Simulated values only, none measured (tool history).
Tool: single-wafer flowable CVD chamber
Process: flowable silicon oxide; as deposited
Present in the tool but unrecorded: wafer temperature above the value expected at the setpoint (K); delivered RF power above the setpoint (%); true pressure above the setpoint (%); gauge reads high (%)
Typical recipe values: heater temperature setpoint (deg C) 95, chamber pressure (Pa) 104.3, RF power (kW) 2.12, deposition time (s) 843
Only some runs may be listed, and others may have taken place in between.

run	hour	heater temperature setpoint (deg C)	chamber pressure (Pa)	RF power (kW)	deposition time (s)	wafers since the last listed run	hours since the last thermocouple change	hours since the last RF generator calibration	hours since the last manometer calibration	hours since the showerhead was replaced	hours since the gauge calibration	read-back reference wafer on the same gauge, thickness_nm	mean film thickness on the monitor wafer (angstrom)
1	0	95	122.3	2.12	951	0	107.1	2082.4	573.5	4588.8	1055.9	442.528	7035.67
2	49.4	95	122.3	2.12	951	140	156.5	2131.8	622.9	4638.2	1105.3	443.142	7099.56
3	106.4	95	122.3	2.12	951	161	213.5	2188.8	679.9	4695.2	1162.3	442.248	7074.48
4	174	104	104.3	2.12	843	191	281.1	2256.4	747.5	4762.8	1229.9	442.636	3937.49
5	242.4	104	104.3	2.12	843	194	349.5	2324.8	815.9	4831.2	1298.3	443.388	3924.89
6	275	104	104.3	2.12	843	92	382.1	2357.4	848.5	4863.8	1330.9	442.912	3895.89
7	326.9	101	104.3	2.12	843	147	434	2409.3	900.4	4915.7	1382.8	442.893	4382.83
# hour 362.5: gauge calibrated
8	397.9	101	104.3	2.12	843	201	505	2480.3	971.4	4986.7	35.4	443.104	4369.59
9	428.5	101	104.3	2.12	843	86	535.6	2510.9	1002	5017.3	66	443.078	4348.95
10	453.5	95	96.1	2.12	843	71	560.6	2535.9	1027	5042.3	91	442.9	4965.26
11	500.7	95	104.3	2.12	843	134	607.8	2583.1	1074.2	5089.5	138.2	442.829	5478.33
12	560	100	85.7	2.12	843	168	667.1	2642.4	1133.5	5148.8	197.5	442.8	3780.67
# hour 605.4: RF generator calibrated
13	612.9	88	104.3	2.12	843	127	720	7.5	1186.4	5201.7	250.4	443.261	6934.78
# hour 704.8: capacitance manometer re-zeroed and calibrated
14	749.8	99	104.3	2.38	967	366	856.9	144.4	45	5338.6	387.3	442.904	5564.1
15	817.3	87	94.8	1.945	691	191	924.4	211.9	112.5	5406.1	454.8	442.746	5279.72

For run 16, what comes out?
16	876.3	106	104.3	2.23	843	167	983.4	270.9	171.5	5465.1	513.8	?	?

read-back reference wafer on the same gauge, thickness_nm: 442.984
mean film thickness on the monitor wafer (angstrom): 3727.37
With no hidden state in the tool, this same run would have given mean film thickness on the monitor wafer (angstrom) 3635.36.
